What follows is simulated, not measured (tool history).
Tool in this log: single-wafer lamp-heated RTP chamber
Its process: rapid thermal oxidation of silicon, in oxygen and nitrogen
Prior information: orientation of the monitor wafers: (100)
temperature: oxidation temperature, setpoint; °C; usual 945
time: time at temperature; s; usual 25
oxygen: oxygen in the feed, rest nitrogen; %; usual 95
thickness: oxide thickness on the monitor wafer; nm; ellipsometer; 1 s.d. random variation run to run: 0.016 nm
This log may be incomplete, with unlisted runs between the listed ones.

run	hour	temperature	time	oxygen	read-back reference wafer on the same gauge, thickness	thickness
1	0.0	945	32	98	2.922	3.219
2	43.5	945	32	98	2.918	3.231
3	112.2	945	32	98	2.922	3.251
4	181.3	945	34	95	2.913	3.336
5	230.4	945	34	95	2.918	3.326
6	273.4	945	34	95	2.920	3.316
7	328.7	924	29	95	2.915	2.860
8	373.0	924	29	95	2.921	2.839
9	403.5	965	25	95	2.918	3.457
10	446.4	965	25	95	2.918	3.465
11	489.1	965	25	95	2.915	3.423
12	553.2	945	22	95	2.916	2.950
13	621.7	929	25	95	2.914	2.853
14	651.8	929	25	95	2.913	2.876
# hour 707.2: pyrometer window cleaned and pyrometer calibrated
15	707.7	929	25	95	2.916	2.795
16	759.3	945	19	95	2.915	2.765
17	799.4	945	25	98	2.918	3.020
18	834.0	945	28	95	2.927	3.129
19	876.5	927	25	95	2.925	2.757
# hour 892.8: gauge calibrated
20	930.3	962	37	79	2.917	3.628
21	957.9	945	14	95	2.923	2.599
22	1019.6	955	25	95	2.922	3.216
23	1063.0	962	37	79	2.915	3.654
# hour 1083.5: oxygen flow controller replaced
24	1118.4	945	25	95	2.919	3.059
25	1181.6	945	37	95	2.909	3.494
26	1233.9	945	32	95	2.917	3.349
27	1297.4	957	15	69	2.931	2.644
28	1345.5	945	25	95	2.919	3.101
29	1404.8	921	20	98	2.923	2.651
# hour 1432.8: pyrometer window cleaned and pyrometer calibrated
30	1471.1	945	17	98	2.922	2.667
31	1524.7	916	25	95	2.916	2.634
32	1583.9	967	25	95	2.919	3.401
33	1644.5	962	37	79	2.923	3.629

Selected run-to-run steps in thickness, each split into two signed amounts: the part the tool would show with no hidden state at all (from settings, incoming material and random variation), and the remainder, which goes to the hidden state together with any gauge scatter not common to the measured and the hidden-state-free results:
What the log doesn't record here: true wafer temperature minus pyrometer reading, K; deviation of the oxygen flow from its setpoint, %; gauge reads high (%).
Run 14 -> 15: pyrometer window cleaned and pyrometer calibrated. thickness -0.081 nm: hidden state -0.100, all else +0.019.
Run 19 -> 20: temperature 927 -> 962, time 25 -> 37, oxygen 95 -> 79, gauge calibrated. thickness +0.871 nm: hidden state +0.047, all else +0.824.
Run 20 -> 21: temperature 962 -> 945, time 37 -> 14, oxygen 79 -> 95. thickness -1.029 nm: hidden state -0.042, all else -0.987.
Run 26 -> 27: temperature 945 -> 957, time 32 -> 15, oxygen 95 -> 69. thickness -0.705 nm: hidden state -0.056, all else -0.649.
Run 29 -> 30: temperature 921 -> 945, time 20 -> 17, pyrometer window cleaned and pyrometer calibrated. thickness +0.016 nm: hidden state -0.077, all else +0.093.
Run 31 -> 32: temperature 916 -> 967. thickness +0.767 nm: hidden state +0.035, all else +0.732.

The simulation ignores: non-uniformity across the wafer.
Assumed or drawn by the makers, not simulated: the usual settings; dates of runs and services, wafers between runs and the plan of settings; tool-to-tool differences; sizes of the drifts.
